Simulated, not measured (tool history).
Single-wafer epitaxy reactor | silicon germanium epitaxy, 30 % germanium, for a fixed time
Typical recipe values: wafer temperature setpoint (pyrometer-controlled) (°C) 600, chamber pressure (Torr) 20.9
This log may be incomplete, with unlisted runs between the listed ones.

| run | hour | wafer temperature setpoint (pyrometer-controlled) (°C) | chamber pressure (Torr) | wafers since the last listed run | hours since the last pyrometer calibration | hours since the last manometer calibration | hours since the showerhead was replaced | hours since the gauge calibration | read-back reference wafer on the same gauge, thickness_nm | mean film thickness on the monitor wafer (nm) |
|---|---|---|---|---|---|---|---|---|---|---|
| 1 | 0 | 600 | 20.9 | 0 | 987.1 | 2201.5 | 7005.3 | 416.2 | 51.167 | 59.508 |
| 2 | 33.8 | 600 | 20.9 | 337 | 1020.9 | 2235.3 | 7039.1 | 450 | 51.19 | 59.306 |
| 3 | 83.2 | 600 | 20.9 | 493 | 1070.3 | 2284.7 | 7088.5 | 499.4 | 51.055 | 59.538 |
| 4 | 157.7 | 611 | 23.7 | 744 | 1144.8 | 2359.2 | 7163 | 573.9 | 50.861 | 76.131 |
| 5 | 205.5 | 590 | 18.2 | 477 | 1192.6 | 2407 | 7210.8 | 621.7 | 50.853 | 46.091 |
| 6 | 267.7 | 590 | 18.2 | 621 | 1254.8 | 2469.2 | 7273 | 683.9 | 50.774 | 45.42 |
|  | 315.3 | pyrometer calibrated |
| 7 | 315.8 | 590 | 18.2 | 400 | 0.5 | 2517.3 | 7321.1 | 732 | 50.623 | 45.617 |
|  | 342.9 | capacitance manometer re-zeroed and calibrated |
| 8 | 368.2 | 605 | 20.9 | 443 | 52.9 | 25.3 | 7373.5 | 784.4 | 50.527 | 64.616 |
| 9 | 415.8 | 603 | 17 | 475 | 100.5 | 72.9 | 7421.1 | 832 | 50.45 | 58.47 |
| 10 | 449.1 | 603 | 17 | 332 | 133.8 | 106.2 | 7454.4 | 865.3 | 50.422 | 58.128 |
| 11 | 508.5 | 609 | 18.3 | 593 | 193.2 | 165.6 | 7513.8 | 924.7 | 50.094 | 67.459 |
| 12 | 540.7 | 606 | 22.3 | 321 | 225.4 | 197.8 | 7546 | 956.9 | 50.099 | 66.503 |
|  | 550.1 | gauge calibrated |
| 13 | 567.7 | 600 | 17.7 | 269 | 252.4 | 224.8 | 7573 | 17.6 | 51.369 | 56.863 |
| 14 | 638.8 | 600 | 23 | 710 | 323.5 | 295.9 | 7644.1 | 88.7 | 51.337 | 60.862 |
| 15 | 694.8 | 587 | 18.9 | 559 | 379.5 | 351.9 | 7700.1 | 144.7 | 51.291 | 44.126 |
|  | 719.3 | showerhead replaced |
| 16 | 743 | 600 | 20.9 | 401 | 427.7 | 400.1 | 23.7 | 192.9 | 51.269 | 59.393 |
| 17 | 777.4 | 600 | 20.9 | 343 | 462.1 | 434.5 | 58.1 | 227.3 | 51.294 | 59.656 |

Estimate the outcome of run 18 from the log above:
| 18 | 811.8 | 611 | 22.7 | 343 | 496.5 | 468.9 | 92.5 | 261.7 | ? | ? |

{"run 18": {"read-back reference wafer on the same gauge, thickness_nm": 51.231, "mean film thickness on the monitor wafer (nm)": 76.083}}
On a tool with no hidden condition, and with the same random variation, this run would have come out at mean film thickness on the monitor wafer (nm) 76.381.

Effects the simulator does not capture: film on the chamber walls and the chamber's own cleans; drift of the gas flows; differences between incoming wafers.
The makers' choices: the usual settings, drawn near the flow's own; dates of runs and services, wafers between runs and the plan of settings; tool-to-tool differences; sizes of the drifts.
